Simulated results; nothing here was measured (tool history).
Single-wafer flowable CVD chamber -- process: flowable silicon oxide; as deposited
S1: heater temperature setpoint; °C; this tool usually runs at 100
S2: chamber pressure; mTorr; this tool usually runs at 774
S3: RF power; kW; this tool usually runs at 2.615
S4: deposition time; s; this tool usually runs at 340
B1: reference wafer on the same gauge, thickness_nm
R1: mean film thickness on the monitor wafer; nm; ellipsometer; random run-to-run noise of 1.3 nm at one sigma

Run 1, hour 0.0: usual settings but S2 726 mTorr; B1 246.035. Result: R1 189.051 nm.
Run 2, hour 58.5: usual settings; B1 245.749. Result: R1 202.226 nm.
Run 3, hour 97.2: usual settings; B1 245.575. Result: R1 201.326 nm.
Run 4, hour 138.1: usual settings but S3 3.025 kW; B1 246.015. Result: R1 204.579 nm.
Run 5, hour 167.8: usual settings but S4 295 s; B1 246.120. Result: R1 174.835 nm.
Run 6, hour 253.9: usual settings but S4 295 s; B1 246.772. Result: R1 171.874 nm.
Run 7, hour 282.8: usual settings; B1 245.533. Result: R1 198.516 nm.
At hour 327.6: gauge calibrated.
At hour 337.6: showerhead replaced.
Run 8, hour 338.5: usual settings; B1 246.090. Result: R1 194.133 nm.
Run 9, hour 405.7: usual settings; B1 246.204. Result: R1 193.867 nm.
Run 10, hour 433.6: usual settings; B1 245.228. Result: R1 193.840 nm.
Run 11, hour 461.5: usual settings but S3 2.095 kW; B1 246.417. Result: R1 182.981 nm.
At hour 491.2: RF generator calibrated.
At hour 502.7: thermocouple changed; heater temperature recalibrated.
Run 12, hour 521.3: usual settings but S2 903 mTorr; B1 246.123. Result: R1 235.949 nm.
Run 13, hour 575.1: usual settings but S3 2.835 kW, S4 373 s; B1 245.494. Result: R1 219.312 nm.
At hour 612.8: capacitance manometer re-zeroed and calibrated.
Run 14, hour 637.8: usual settings but S1 109 °C, S3 2.245 kW; B1 245.951. Result: R1 158.507 nm.
Run 15, hour 684.3: usual settings; B1 246.311. Result: R1 214.976 nm.
Run 16, hour 745.0: usual settings but S1 88 °C, S2 705 mTorr, S3 2.210 kW, S4 397 s; B1 245.933. Result: R1 313.581 nm.
At hour 779.7: gauge calibrated.
Run 17, hour 813.0: usual settings but S3 3.110 kW, S4 281 s; B1 246.233. Result: R1 181.489 nm.
Run 18, hour 856.0: usual settings but S3 2.320 kW; B1 246.544. Result: R1 207.998 nm.
Run 19, hour 921.3: usual settings but S1 88 °C, S2 839 mTorr, S3 2.270 kW, S4 397 s; B1 245.691. Result: R1 369.433 nm.
Run 20, hour 984.0: usual settings; B1 246.043. Result: R1 211.836 nm.

Here are 5 independent what-if runs from the current tool condition. What would each one return?
Run A, hour 984.5: usual settings; B1 ?. Result: R1 ?.
Run B, hour 984.5: usual settings but S1 107 °C, S2 678 mTorr, S3 2.440 kW; B1 ?. Result: R1 ?.
Run C, hour 984.5: usual settings but S2 634 mTorr, S3 2.280 kW, S4 296 s; B1 ?. Result: R1 ?.
Run D, hour 984.5: usual settings but S2 879 mTorr, S3 3.070 kW; B1 ?. Result: R1 ?.
Run E, hour 984.5: usual settings but S4 370 s; B1 ?. Result: R1 ?.

run       B1       R1
  A  246.348  211.739
  B  246.348  148.897
  C  246.348  147.123
  D  246.348  244.989
  E  246.348  230.422
What these runs would have given with no unlogged condition in the tool:
run       R1
  A  211.951
  B  148.997
  C  147.247
  D  245.266
  E  230.653
